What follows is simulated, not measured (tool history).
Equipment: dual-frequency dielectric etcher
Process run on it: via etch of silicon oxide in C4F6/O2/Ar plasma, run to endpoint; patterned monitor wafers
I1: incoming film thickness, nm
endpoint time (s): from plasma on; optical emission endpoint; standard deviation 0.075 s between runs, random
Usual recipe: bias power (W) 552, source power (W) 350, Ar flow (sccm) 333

run 1 hour=0.0 | bias_power_(W)=552 source_power_(W)=350 Ar_flow_(sccm)=333 | I1=68.9 | endpoint_time_(s)=16.7
run 2 hour=11.1 | bias_power_(W)=585 source_power_(W)=380 Ar_flow_(sccm)=333 | I1=68.6 | endpoint_time_(s)=15.7
run 3 hour=28.4 | bias_power_(W)=585 source_power_(W)=380 Ar_flow_(sccm)=333 | I1=69.5 | endpoint_time_(s)=16.0
run 4 hour=36.7 | bias_power_(W)=585 source_power_(W)=380 Ar_flow_(sccm)=333 | I1=69.0 | endpoint_time_(s)=15.9
run 5 hour=53.3 | bias_power_(W)=552 source_power_(W)=350 Ar_flow_(sccm)=283 | I1=68.9 | endpoint_time_(s)=16.4
run 6 hour=60.8 | bias_power_(W)=552 source_power_(W)=350 Ar_flow_(sccm)=283 | I1=69.1 | endpoint_time_(s)=16.3
run 7 hour=70.6 | bias_power_(W)=552 source_power_(W)=350 Ar_flow_(sccm)=283 | I1=68.2 | endpoint_time_(s)=16.3
run 8 hour=87.2 | bias_power_(W)=552 source_power_(W)=350 Ar_flow_(sccm)=333 | I1=68.8 | endpoint_time_(s)=16.8
run 9 hour=94.3 | bias_power_(W)=552 source_power_(W)=350 Ar_flow_(sccm)=333 | I1=69.0 | endpoint_time_(s)=16.7
run 10 hour=104.8 | bias_power_(W)=552 source_power_(W)=350 Ar_flow_(sccm)=333 | I1=68.8 | endpoint_time_(s)=16.8
run 11 hour=115.2 | bias_power_(W)=552 source_power_(W)=350 Ar_flow_(sccm)=333 | I1=68.9 | endpoint_time_(s)=16.9
run 12 hour=126.4 | bias_power_(W)=552 source_power_(W)=350 Ar_flow_(sccm)=333 | I1=69.1 | endpoint_time_(s)=16.9
run 13 hour=136.6 | bias_power_(W)=552 source_power_(W)=350 Ar_flow_(sccm)=333 | I1=69.0 | endpoint_time_(s)=16.8
run 14 hour=153.1 | bias_power_(W)=552 source_power_(W)=350 Ar_flow_(sccm)=333 | I1=68.9 | endpoint_time_(s)=16.8
run 15 hour=167.7 | bias_power_(W)=552 source_power_(W)=270 Ar_flow_(sccm)=333 | I1=68.4 | endpoint_time_(s)=18.1
run 16 hour=181.9 | bias_power_(W)=629 source_power_(W)=300 Ar_flow_(sccm)=416 | I1=69.8 | endpoint_time_(s)=17.3
run 17 hour=194.3 | bias_power_(W)=552 source_power_(W)=320 Ar_flow_(sccm)=333 | I1=68.6 | endpoint_time_(s)=17.2
run 18 hour=205.3 | bias_power_(W)=450 source_power_(W)=290 Ar_flow_(sccm)=333 | I1=68.7 | endpoint_time_(s)=19.4
run 19 hour=238.6 | bias_power_(W)=621 source_power_(W)=350 Ar_flow_(sccm)=268 | I1=68.6 | endpoint_time_(s)=15.0
run 20 hour=267.0 | bias_power_(W)=616 source_power_(W)=260 Ar_flow_(sccm)=355 | I1=68.5 | endpoint_time_(s)=16.7
run 21 hour=279.0 | bias_power_(W)=506 source_power_(W)=280 Ar_flow_(sccm)=307 | I1=69.2 | endpoint_time_(s)=17.9
run 22 hour=295.1 | bias_power_(W)=552 source_power_(W)=350 Ar_flow_(sccm)=333 | I1=69.3 | endpoint_time_(s)=16.4
run 23 hour=343.6 | bias_power_(W)=552 source_power_(W)=350 Ar_flow_(sccm)=333 | I1=69.0 | endpoint_time_(s)=16.3
run 24 hour=354.1 | bias_power_(W)=652 source_power_(W)=260 Ar_flow_(sccm)=367 | I1=69.4 | endpoint_time_(s)=16.9
run 25 hour=376.1 | bias_power_(W)=640 source_power_(W)=350 Ar_flow_(sccm)=333 | I1=68.6 | endpoint_time_(s)=15.2
run 26 hour=382.9 | bias_power_(W)=552 source_power_(W)=350 Ar_flow_(sccm)=333 | I1=69.5 | endpoint_time_(s)=16.5
run 27 hour=391.1 | bias_power_(W)=552 source_power_(W)=350 Ar_flow_(sccm)=333 | I1=69.0 | endpoint_time_(s)=16.4
run 28 hour=398.3 | bias_power_(W)=504 source_power_(W)=350 Ar_flow_(sccm)=333 | I1=68.0 | endpoint_time_(s)=16.7

Put back what was entered between runs (5 entries, withheld): which listed runs does each sit between, and how does the hidden state differ from the listed run before to the listed run after?
After run 18, before run 19: wet clean of the chamber (hour 232.1); source power generator calibrated (hour 237.7); upper electrode replaced (hour 238.1)
  etch rate over this chamber's usual, %: -5.45 -> -0.0749
  what was measured, less what the result would be without the hidden state, endpoint time (s): +1.0 -> +0.0
After run 19, before run 20: Ar flow controller replaced (hour 261.3)
  etch rate over this chamber's usual, %: -0.0749 -> -0.378
  what was measured, less what the result would be without the hidden state, endpoint time (s): +0.0 -> +0.0
After run 22, before run 23: bias power generator calibrated (hour 303.6)
  etch rate over this chamber's usual, %: -0.677 -> -1.19
  what was measured, less what the result would be without the hidden state, endpoint time (s): +0.1 -> +0.2
